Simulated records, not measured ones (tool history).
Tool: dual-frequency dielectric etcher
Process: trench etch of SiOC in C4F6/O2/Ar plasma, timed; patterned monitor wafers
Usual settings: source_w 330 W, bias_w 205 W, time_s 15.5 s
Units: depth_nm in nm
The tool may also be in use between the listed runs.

run,hour,source_w,bias_w,time_s,"read-back reference wafer on the same gauge, depth_nm",depth_nm
1,0.0,300,205,13.5,31.81,26.37
2,62.6,300,205,13.5,31.79,27.05
3,99.9,300,205,13.5,31.82,27.03
4,140.9,330,169,15.5,31.81,28.49
5,200.9,330,169,15.5,31.71,28.91
# hour 249.1: bias power generator calibrated
6,294.1,330,169,15.5,31.79,29.08
7,375.6,330,205,15.5,31.78,32.22
8,420.1,330,205,15.5,31.81,32.70
# hour 489.9: wet clean of the chamber
9,611.8,330,205,15.5,31.78,32.20
10,701.3,330,205,15.5,31.78,32.09
# hour 775.7: upper electrode replaced
11,776.2,330,205,15.5,31.83,32.32
12,871.4,330,205,15.5,31.81,32.55
13,920.9,330,205,15.5,31.84,32.76
14,968.2,300,205,13.5,31.80,27.72
# hour 1079.1: wet clean of the chamber
15,1079.6,380,248,19.5,31.83,45.61

The next listed run, before its measurement:
16,1153.7,330,205,15.5,?,?

Run 16 gave read-back reference wafer on the same gauge, depth_nm 31.88, depth_nm 31.96 nm.
Without the tool's hidden state the same run would have given depth_nm 31.76 nm.

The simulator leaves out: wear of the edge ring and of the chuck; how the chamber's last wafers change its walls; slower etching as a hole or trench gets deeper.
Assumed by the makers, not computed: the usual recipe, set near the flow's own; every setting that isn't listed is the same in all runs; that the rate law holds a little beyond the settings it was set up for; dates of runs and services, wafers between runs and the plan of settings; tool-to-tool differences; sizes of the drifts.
